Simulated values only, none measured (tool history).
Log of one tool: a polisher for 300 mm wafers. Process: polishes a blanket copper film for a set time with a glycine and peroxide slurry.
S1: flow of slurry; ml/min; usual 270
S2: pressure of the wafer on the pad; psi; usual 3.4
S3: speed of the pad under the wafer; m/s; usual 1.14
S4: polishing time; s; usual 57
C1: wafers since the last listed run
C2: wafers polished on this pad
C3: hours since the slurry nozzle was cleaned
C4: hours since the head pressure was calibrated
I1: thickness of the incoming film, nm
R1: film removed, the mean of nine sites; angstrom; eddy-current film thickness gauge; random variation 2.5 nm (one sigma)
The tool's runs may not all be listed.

Run 1, hour 0: usual settings but S3 1 m/s; C1 0; C2 989; C3 180; C4 911; I1 1341.9. Result: R1 3138 angstrom.
Run 2, hour 15.4: usual settings but S1 250 ml/min; C1 126; C2 1115; C3 195.4; C4 926.4; I1 1368. Result: R1 3524 angstrom.
Run 3, hour 25.7: usual settings but S1 250 ml/min; C1 84; C2 1200; C3 205.7; C4 936.7; I1 1327.9. Result: R1 3454 angstrom.
Run 4, hour 32: usual settings but S1 250 ml/min; C1 51; C2 1252; C3 212; C4 943; I1 1364.2. Result: R1 3511 angstrom.
At hour 38: worn pad replaced by a new one.
At hour 40.1: slurry nozzle cleaned.
Run 5, hour 44.1: usual settings; C1 58; C2 41; C3 4; C4 955.1; I1 1327. Result: R1 3543 angstrom.
Run 6, hour 53.4: usual settings; C1 76; C2 118; C3 13.3; C4 964.4; I1 1338.2. Result: R1 3516 angstrom.
Run 7, hour 60.3: usual settings but S2 3.7 psi; C1 56; C2 174; C3 20.2; C4 971.3; I1 1326.7. Result: R1 3711 angstrom.
Run 8, hour 76.6: usual settings but S2 3.7 psi; C1 133; C2 308; C3 36.5; C4 987.6; I1 1350.1. Result: R1 3669 angstrom.
Run 9, hour 120.4: usual settings; C1 359; C2 668; C3 80.3; C4 1031.4; I1 1355.1. Result: R1 3503 angstrom.
Run 10, hour 129.4: usual settings but S1 335 ml/min; C1 73; C2 742; C3 89.3; C4 1040.4; I1 1352.9. Result: R1 3570 angstrom.
Run 11, hour 171.9: usual settings but S1 335 ml/min; C1 349; C2 1091; C3 131.8; C4 1082.9; I1 1344. Result: R1 3551 angstrom.
Run 12, hour 189.2: usual settings but S1 335 ml/min; C1 142; C2 1233; C3 149.1; C4 1100.2; I1 1360.1. Result: R1 3598 angstrom.
At hour 197.2: worn pad replaced by a new one.
Run 13, hour 201: usual settings; C1 64; C2 31; C3 160.9; C4 1112; I1 1377.2. Result: R1 3511 angstrom.
Run 14, hour 218.7: usual settings; C1 145; C2 176; C3 178.6; C4 1129.7; I1 1331.7. Result: R1 3509 angstrom.
Run 15, hour 266.3: usual settings but S2 2.9 psi; C1 391; C2 568; C3 226.2; C4 1177.3; I1 1364.9. Result: R1 3142 angstrom.
Run 16, hour 279.9: usual settings but S2 2.9 psi; C1 111; C2 679; C3 239.8; C4 1190.9; I1 1362.9. Result: R1 3150 angstrom.
Run 17, hour 286.5: usual settings; C1 54; C2 734; C3 246.4; C4 1197.5; I1 1368.2. Result: R1 3500 angstrom.
Run 18, hour 296.5: usual settings; C1 82; C2 816; C3 256.4; C4 1207.5; I1 1368.2. Result: R1 3489 angstrom.
Run 19, hour 304.7: usual settings; C1 67; C2 883; C3 264.6; C4 1215.7; I1 1377.7. Result: R1 3499 angstrom.
At hour 316: slurry nozzle cleaned.
Run 20, hour 316.5: usual settings but S3 1.38 m/s, S4 62 s; C1 88; C2 972; C3 0.5; C4 1227.5; I1 1346.3. Result: R1 4519 angstrom.
Run 21, hour 328.8: usual settings but S3 1.28 m/s; C1 101; C2 1073; C3 12.8; C4 1239.8; I1 1347.4. Result: R1 3820 angstrom.
At hour 343.5: worn pad replaced by a new one.
Run 22, hour 344.2: usual settings but S3 1.04 m/s; C1 93; C2 6; C3 28.2; C4 1255.2; I1 1328.8. Result: R1 3234 angstrom.
Run 23, hour 353.1: usual settings but S2 2.9 psi, S4 75 s; C1 73; C2 79; C3 37.1; C4 1264.1; I1 1348.5. Result: R1 4105 angstrom.
At hour 376.4: head pressure recalibrated.
Run 24, hour 400: usual settings but S2 4.2 psi, S4 45 s; C1 368; C2 448; C3 84; C4 23.6; I1 1344.8. Result: R1 3499 angstrom.
Run 25, hour 409.4: usual settings but S2 4.2 psi, S4 45 s; C1 77; C2 525; C3 93.4; C4 33; I1 1325.2. Result: R1 3457 angstrom.
Run 26, hour 420.8: usual settings but S1 210 ml/min, S2 2.2 psi, S4 71 s; C1 93; C2 619; C3 104.8; C4 44.4; I1 1356.2. Result: R1 3544 angstrom.
Run 27, hour 427: usual settings but S1 345 ml/min, S3 1.4 m/s; C1 50; C2 669; C3 111; C4 50.6; I1 1344. Result: R1 4687 angstrom.
Run 28, hour 440.3: usual settings but S2 4.2 psi, S4 45 s; C1 109; C2 779; C3 124.3; C4 63.9; I1 1336.9. Result: R1 3475 angstrom.
Run 29, hour 453.8: usual settings but S2 3.8 psi, S3 0.92 m/s; C1 110; C2 890; C3 137.8; C4 77.4; I1 1348.1. Result: R1 3363 angstrom.
Run 30, hour 460.8: usual settings but S2 4.2 psi, S4 45 s; C1 57; C2 947; C3 144.8; C4 84.4; I1 1345. Result: R1 3443 angstrom.
Run 31, hour 472.4: usual settings but S1 180 ml/min, S3 1.46 m/s, S4 73 s; C1 95; C2 1043; C3 156.4; C4 96; I1 1326. Result: R1 5657 angstrom.
Run 32, hour 483.9: usual settings but S1 320 ml/min, S3 1.46 m/s, S4 74 s; C1 94; C2 1137; C3 167.9; C4 107.5; I1 1363.7. Result: R1 6223 angstrom.

The tool's hidden state at each run:
removal rate lost through wear of the pad, %: 0 in every run
slurry flow missing at the pad, %: 0 in every run
H1: deviation of the head's pressure from its setpoint, %
run      H1
  1   -12.1
  2   -12.1
  3   -12.2
  4   -12.2
  5   -12.2
  6   -12.3
  7   -12.3
  8   -12.4
  9   -12.5
 10   -12.5
 11   -12.7
 12   -12.7
 13   -12.7
 14   -12.8
 15   -12.9
 16   -12.9
 17   -12.9
 18     -13
 19     -13
 20     -13
 21     -13
 22   -13.1
 23   -13.1
 24  -0.373
 25  -0.603
 26  -0.876
 27   -1.02
 28   -1.33
 29   -1.63
 30   -1.79
 31   -2.04
 32   -2.28
